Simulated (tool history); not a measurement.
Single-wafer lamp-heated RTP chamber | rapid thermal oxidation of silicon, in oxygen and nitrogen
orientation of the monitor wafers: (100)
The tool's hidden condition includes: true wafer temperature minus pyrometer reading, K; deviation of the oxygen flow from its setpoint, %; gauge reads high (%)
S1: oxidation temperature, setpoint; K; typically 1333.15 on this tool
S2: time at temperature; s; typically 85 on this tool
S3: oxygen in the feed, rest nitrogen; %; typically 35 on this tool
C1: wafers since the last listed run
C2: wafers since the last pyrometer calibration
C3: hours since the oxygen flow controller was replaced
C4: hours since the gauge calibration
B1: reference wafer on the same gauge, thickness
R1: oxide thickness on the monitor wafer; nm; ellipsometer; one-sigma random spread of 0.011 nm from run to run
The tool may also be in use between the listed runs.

run 1 day=0 | S1=1333.15 S2=105 S3=35 | C1=0 C2=421 C3=6597.5 C4=333.5 | B1=7.832 | R1=8.01
-- day=0.325 gauge calibrated
run 2 day=1.358 | S1=1333.15 S2=105 S3=35 | C1=212 C2=633 C3=6630.1 C4=24.8 | B1=7.832 | R1=7.982
run 3 day=2.292 | S1=1333.15 S2=105 S3=35 | C1=145 C2=779 C3=6652.5 C4=47.2 | B1=7.828 | R1=8
run 4 day=2.992 | S1=1333.15 S2=85 S3=35 | C1=109 C2=888 C3=6669.3 C4=64 | B1=7.828 | R1=7.293
run 5 day=3.692 | S1=1333.15 S2=85 S3=35 | C1=109 C2=997 C3=6686.1 C4=80.8 | B1=7.828 | R1=7.286
run 6 day=4.667 | S1=1333.15 S2=85 S3=35 | C1=152 C2=1150 C3=6709.5 C4=104.2 | B1=7.833 | R1=7.287
run 7 day=8.504 | S1=1333.15 S2=85 S3=45 | C1=599 C2=1749 C3=6801.6 C4=196.3 | B1=7.831 | R1=8.001
run 8 day=9.592 | S1=1333.15 S2=85 S3=45 | C1=169 C2=1919 C3=6827.7 C4=222.4 | B1=7.83 | R1=7.99
run 9 day=10.508 | S1=1333.15 S2=85 S3=45 | C1=143 C2=2062 C3=6849.7 C4=244.4 | B1=7.829 | R1=7.987
run 10 day=11.5 | S1=1333.15 S2=85 S3=17 | C1=154 C2=2217 C3=6873.5 C4=268.2 | B1=7.83 | R1=5.676
run 11 day=12.338 | S1=1333.15 S2=85 S3=35 | C1=130 C2=2348 C3=6893.6 C4=288.3 | B1=7.829 | R1=7.304
run 12 day=13.825 | S1=1333.15 S2=85 S3=35 | C1=232 C2=2580 C3=6929.3 C4=324 | B1=7.822 | R1=7.321
run 13 day=14.462 | S1=1321.15 S2=85 S3=45 | C1=99 C2=2680 C3=6944.6 C4=339.3 | B1=7.83 | R1=7.373
-- day=15.104 gauge calibrated
-- day=15.538 oxygen flow controller replaced
run 14 day=15.558 | S1=1361.15 S2=110 S3=53 | C1=119 C2=2799 C3=0.5 C4=10.9 | B1=7.829 | R1=11.454
run 15 day=16.071 | S1=1359.15 S2=97 S3=58 | C1=80 C2=2879 C3=12.8 C4=23.2 | B1=7.826 | R1=11.042
run 16 day=17.517 | S1=1304.15 S2=115 S3=20 | C1=225 C2=3105 C3=47.5 C4=57.9 | B1=7.834 | R1=5.656
-- day=18.538 pyrometer window cleaned and pyrometer calibrated
run 17 day=18.683 | S1=1333.15 S2=127 S3=35 | C1=130 C2=22 C3=75.5 C4=85.9 | B1=7.834 | R1=8.687
run 18 day=19.275 | S1=1333.15 S2=85 S3=35 | C1=92 C2=115 C3=89.7 C4=100.1 | B1=7.833 | R1=7.244
run 19 day=20.304 | S1=1349.15 S2=52 S3=35 | C1=160 C2=275 C3=114.4 C4=124.8 | B1=7.838 | R1=6.494
run 20 day=21.308 | S1=1333.15 S2=85 S3=35 | C1=156 C2=432 C3=138.5 C4=148.9 | B1=7.836 | R1=7.273
run 21 day=22.321 | S1=1311.15 S2=46 S3=35 | C1=158 C2=590 C3=162.8 C4=173.2 | B1=7.834 | R1=4.805
run 22 day=23.438 | S1=1311.15 S2=71 S3=17 | C1=174 C2=765 C3=189.6 C4=200 | B1=7.831 | R1=4.568
run 23 day=24.388 | S1=1318.15 S2=85 S3=50 | C1=148 C2=913 C3=212.4 C4=222.8 | B1=7.824 | R1=7.478

Selected run-to-run steps in R1, each split into two signed amounts: the part the tool would show with no hidden state at all (from settings, incoming material and random variation), and the remainder, which goes to the hidden state together with any gauge scatter not common to the measured and the hidden-state-free results:
Run 13 -> 14: S1 1321.15 -> 1361.15, S2 85 -> 110, S3 45 -> 53, gauge calibrated, oxygen flow controller replaced. R1 +4.081 nm: hidden state +0.041, all else +4.04.
Run 15 -> 16: S1 1359.15 -> 1304.15, S2 97 -> 115, S3 58 -> 20. R1 -5.386 nm: hidden state -0.056, all else -5.33.
Run 16 -> 17: S1 1304.15 -> 1333.15, S2 115 -> 127, S3 20 -> 35, pyrometer window cleaned and pyrometer calibrated. R1 +3.031 nm: hidden state -0.054, all else +3.085.
